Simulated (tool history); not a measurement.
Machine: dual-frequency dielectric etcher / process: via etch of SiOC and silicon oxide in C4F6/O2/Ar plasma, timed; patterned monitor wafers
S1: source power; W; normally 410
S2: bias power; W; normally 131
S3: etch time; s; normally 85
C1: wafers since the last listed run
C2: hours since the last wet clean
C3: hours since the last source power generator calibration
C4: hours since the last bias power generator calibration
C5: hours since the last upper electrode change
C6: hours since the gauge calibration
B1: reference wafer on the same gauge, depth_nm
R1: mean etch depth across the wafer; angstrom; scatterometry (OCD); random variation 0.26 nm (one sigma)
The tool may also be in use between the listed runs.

run,hour,S1,S2,S3,C1,C2,C3,C4,C5,C6,B1,R1
1,0,410,131,85,0,27.4,2452.1,2026.7,2369.4,446.6,92,813
2,62.1,410,131,85,736,89.5,2514.2,2088.8,2431.5,508.7,92,816
3,102.6,410,131,85,480,130,2554.7,2129.3,2472,549.2,92.1,823
4,172.1,410,131,85,824,199.5,2624.2,2198.8,2541.5,618.7,92.1,825
5,233.8,410,131,85,732,261.2,2685.9,2260.5,2603.2,680.4,91.9,824
6,292.8,410,131,85,700,320.2,2744.9,2319.5,2662.2,739.4,91.9,830
# hour 369.5: wet clean of the chamber
7,370,410,131,85,631,0.5,2822.1,2396.7,2739.4,816.6,91.9,809
8,510.9,410,119,85,1672,141.4,2963,2537.6,2880.3,957.5,92.1,798
9,569.5,440,162,105,695,200,3021.6,2596.2,2938.9,1016.1,92,1108
# hour 606: upper electrode replaced
# hour 637.8: source power generator calibrated
# hour 688.1: bias power generator calibrated
10,716.3,450,151,85,1362,346.8,78.5,28.2,110.3,1162.9,91.9,894
# hour 739.6: gauge calibrated
11,770.3,410,120,69.5,640,400.8,132.5,82.2,164.3,30.7,92,665
# hour 799.1: wet clean of the chamber
12,834.4,410,131,85,475,35.3,196.6,146.3,228.4,94.8,92,807
13,884.2,410,131,85,590,85.1,246.4,196.1,278.2,144.6,92,807
14,913.3,410,122,106.5,345,114.2,275.5,225.2,307.3,173.7,92,989
15,975.8,360,161,65,741,176.7,338,287.7,369.8,236.2,92,638
16,1046.9,490,162,100.5,843,247.8,409.1,358.8,440.9,307.3,92,1093
17,1082.1,370,122,85,417,283,444.3,394,476.1,342.5,91.9,781

Alternative continuations, all from the tool just after run 17; predict every row:
A,1082.5,410,131,66,4,283.4,444.7,394.4,476.5,342.9,?,?
B,1082.5,480,100,85,4,283.4,444.7,394.4,476.5,342.9,?,?
C,1082.5,470,144,107.5,4,283.4,444.7,394.4,476.5,342.9,?,?
D,1082.5,410,131,97.5,4,283.4,444.7,394.4,476.5,342.9,?,?

run,B1,R1
A,92,637
B,92,797
C,92,1117
D,92,940
Without the tool's unlogged condition, the same runs would have read:
run,R1
A,627
B,785
C,1100
D,927
